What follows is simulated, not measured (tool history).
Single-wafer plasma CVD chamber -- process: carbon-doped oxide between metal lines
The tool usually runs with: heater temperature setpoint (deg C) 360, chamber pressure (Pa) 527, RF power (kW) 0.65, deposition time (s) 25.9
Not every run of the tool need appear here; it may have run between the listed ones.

run	hour	heater temperature setpoint (deg C)	chamber pressure (Pa)	RF power (kW)	deposition time (s)	read-back reference wafer on the same gauge, thickness_nm	mean film thickness on the monitor wafer (angstrom)
1	0	360	527	0.72	25.9	141.588	1726.44
2	42.8	360	527	0.65	25.9	142.12	1616.51
3	110.8	360	527	0.65	25.9	142.552	1611.1
4	162.9	357	527	0.65	25.9	142.212	1614.25
# hour 186.2: gauge calibrated
5	205.2	353	621	0.65	25.9	137.464	1645.58
6	244.7	360	527	0.65	25.9	138.17	1565.87
# hour 289.1: RF generator calibrated
7	292.2	360	527	0.65	25.9	138.421	1563.28
8	333.7	367	479	0.65	25.9	139.066	1521.8
9	376.6	367	479	0.65	25.9	139.595	1525.12
# hour 484: capacitance manometer re-zeroed and calibrated
10	484.5	350	527	0.65	25.9	140.247	1629.28
11	504.3	360	527	0.65	25.9	140.361	1593.09
12	570.4	353	527	0.65	25.9	140.984	1621.95
13	594.8	360	527	0.65	25.9	141.295	1606.4
14	642.3	370	527	0.65	25.9	141.428	1580.98
15	692.7	352	607	0.685	21.7	141.358	1469.76
16	716.8	364	628	0.69	25.9	141.791	1717.12
17	784.7	360	601	0.6	22.3	141.662	1346.6
# hour 797.5: thermocouple changed; heater temperature recalibrated
18	831	373	527	0.65	30	142.071	1820.15
19	865.9	360	527	0.61	21.7	141.716	1293.77
# hour 884.4: showerhead replaced
20	921	360	527	0.65	25.9	142.2	1597.39
21	987.4	360	527	0.72	25.9	142.705	1746.88
22	1028.1	360	527	0.65	25.9	142.027	1615.34
23	1073.9	360	527	0.585	23.3	142.204	1339.19
# hour 1088.7: gauge calibrated
24	1119.2	360	527	0.65	25.9	137.892	1553.3
25	1165.4	360	527	0.53	22.4	138.587	1159.61
26	1237.3	360	527	0.77	25.9	139.48	1783.12
27	1304.6	360	527	0.56	25.9	140.297	1413.82
28	1340.2	360	527	0.65	25.9	140.52	1581.14

Below are 4 alternative next runs, each starting from the tool's condition after run 28. Predict each:
A	1340.6	360	527	0.65	30.7	?	?
B	1340.6	360	403	0.76	25.9	?	?
C	1340.6	354	527	0.65	24.1	?	?
D	1340.6	345	527	0.65	25.9	?	?

run	read-back reference wafer on the same gauge, thickness_nm	mean film thickness on the monitor wafer (angstrom)
A	140.798	1897.89
B	140.798	1729.22
C	140.798	1516.7
D	140.798	1664.78
Had the tool no hidden state, the same runs would have come out as:
run	mean film thickness on the monitor wafer (angstrom)
A	1848.85
B	1684.54
C	1477.52
D	1621.77
